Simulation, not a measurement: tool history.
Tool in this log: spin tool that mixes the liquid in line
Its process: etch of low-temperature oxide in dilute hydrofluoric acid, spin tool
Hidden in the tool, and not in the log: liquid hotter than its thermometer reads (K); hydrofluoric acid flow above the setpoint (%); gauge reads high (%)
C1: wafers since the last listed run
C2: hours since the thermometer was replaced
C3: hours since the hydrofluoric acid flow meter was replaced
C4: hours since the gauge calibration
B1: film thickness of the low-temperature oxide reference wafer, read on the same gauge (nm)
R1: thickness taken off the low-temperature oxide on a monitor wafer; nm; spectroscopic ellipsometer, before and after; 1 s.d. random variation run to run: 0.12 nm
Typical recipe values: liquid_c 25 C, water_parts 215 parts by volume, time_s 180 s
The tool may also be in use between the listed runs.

Run 1, hour 0: usual settings but liquid_c 22.5 C; C1 0; C2 571.4; C3 1594.4; C4 89.1; B1 140.01. Result: R1 13.21 nm.
Run 2, hour 12.1: usual settings but liquid_c 22.5 C; C1 98; C2 583.5; C3 1606.5; C4 101.2; B1 140. Result: R1 13.08 nm.
Run 3, hour 30.5: usual settings but liquid_c 22.5 C; C1 149; C2 601.9; C3 1624.9; C4 119.6; B1 139.95. Result: R1 13.28 nm.
Run 4, hour 46.9: usual settings; C1 132; C2 618.3; C3 1641.3; C4 136; B1 139.99. Result: R1 14.52 nm.
Run 5, hour 79: usual settings; C1 260; C2 650.4; C3 1673.4; C4 168.1; B1 139.98. Result: R1 14.37 nm.
Run 6, hour 109.4: usual settings; C1 246; C2 680.8; C3 1703.8; C4 198.5; B1 139.98. Result: R1 14.57 nm.
Run 7, hour 141.2: usual settings but time_s 120 s; C1 257; C2 712.6; C3 1735.6; C4 230.3; B1 140.02. Result: R1 9.71 nm.
Run 8, hour 163.6: usual settings but time_s 120 s; C1 181; C2 735; C3 1758; C4 252.7; B1 140.03. Result: R1 9.67 nm.
Run 9, hour 180.1: usual settings but time_s 120 s; C1 133; C2 751.5; C3 1774.5; C4 269.2; B1 140. Result: R1 9.68 nm.
Run 10, hour 242.7: usual settings but water_parts 150 parts by volume; C1 507; C2 814.1; C3 1837.1; C4 331.8; B1 140.01. Result: R1 22.85 nm.
Run 11, hour 268.9: usual settings but water_parts 150 parts by volume; C1 212; C2 840.3; C3 1863.3; C4 358; B1 139.98. Result: R1 22.64 nm.
Run 12, hour 301.5: usual settings but liquid_c 29 C, water_parts 300 parts by volume, time_s 220 s; C1 264; C2 872.9; C3 1895.9; C4 390.6; B1 139.97. Result: R1 13.54 nm.
At hour 318.6: thermometer replaced.
Run 13, hour 324.6: usual settings; C1 179; C2 6; C3 1919; C4 413.7; B1 139.95. Result: R1 13.74 nm.
At hour 338: gauge calibrated.
At hour 342: hydrofluoric acid flow meter replaced.
Run 14, hour 359.7: usual settings; C1 276; C2 41.1; C3 17.7; C4 21.7; B1 139.99. Result: R1 14.12 nm.
Run 15, hour 391.4: usual settings but liquid_c 26.5 C, water_parts 150 parts by volume, time_s 270 s; C1 256; C2 72.8; C3 49.4; C4 53.4; B1 140. Result: R1 33.88 nm.
Run 16, hour 414.9: usual settings but liquid_c 29.5 C, time_s 220 s; C1 190; C2 96.3; C3 72.9; C4 76.9; B1 139.99. Result: R1 20.16 nm.
Run 17, hour 444.4: usual settings but liquid_c 21.5 C, water_parts 135 parts by volume, time_s 130 s; C1 239; C2 125.8; C3 102.4; C4 106.4; B1 140.04. Result: R1 15.26 nm.
Run 18, hour 549.3: usual settings but liquid_c 23.5 C, time_s 95 s; C1 850; C2 230.7; C3 207.3; C4 211.3; B1 139.96. Result: R1 6.99 nm.
Run 19, hour 570.8: usual settings but liquid_c 26.5 C, water_parts 150 parts by volume, time_s 270 s; C1 174; C2 252.2; C3 228.8; C4 232.8; B1 140.05. Result: R1 34.71 nm.
Run 20, hour 583.8: usual settings but water_parts 265 parts by volume, time_s 120 s; C1 105; C2 265.2; C3 241.8; C4 245.8; B1 140.04. Result: R1 7.2 nm.
Run 21, hour 605.5: usual settings but liquid_c 22.5 C, water_parts 255 parts by volume; C1 175; C2 286.9; C3 263.5; C4 267.5; B1 139.99. Result: R1 10.29 nm.

Run 22 is up next; what results do you expect?
Run 22, hour 634.6: usual settings; C1 235; C2 316; C3 292.6; C4 296.6; B1 ?. Result: R1 ?.

B1: 140
R1: 14.11 nm
Minus the tool's unlogged condition, the same run would have read R1 13.67 nm.

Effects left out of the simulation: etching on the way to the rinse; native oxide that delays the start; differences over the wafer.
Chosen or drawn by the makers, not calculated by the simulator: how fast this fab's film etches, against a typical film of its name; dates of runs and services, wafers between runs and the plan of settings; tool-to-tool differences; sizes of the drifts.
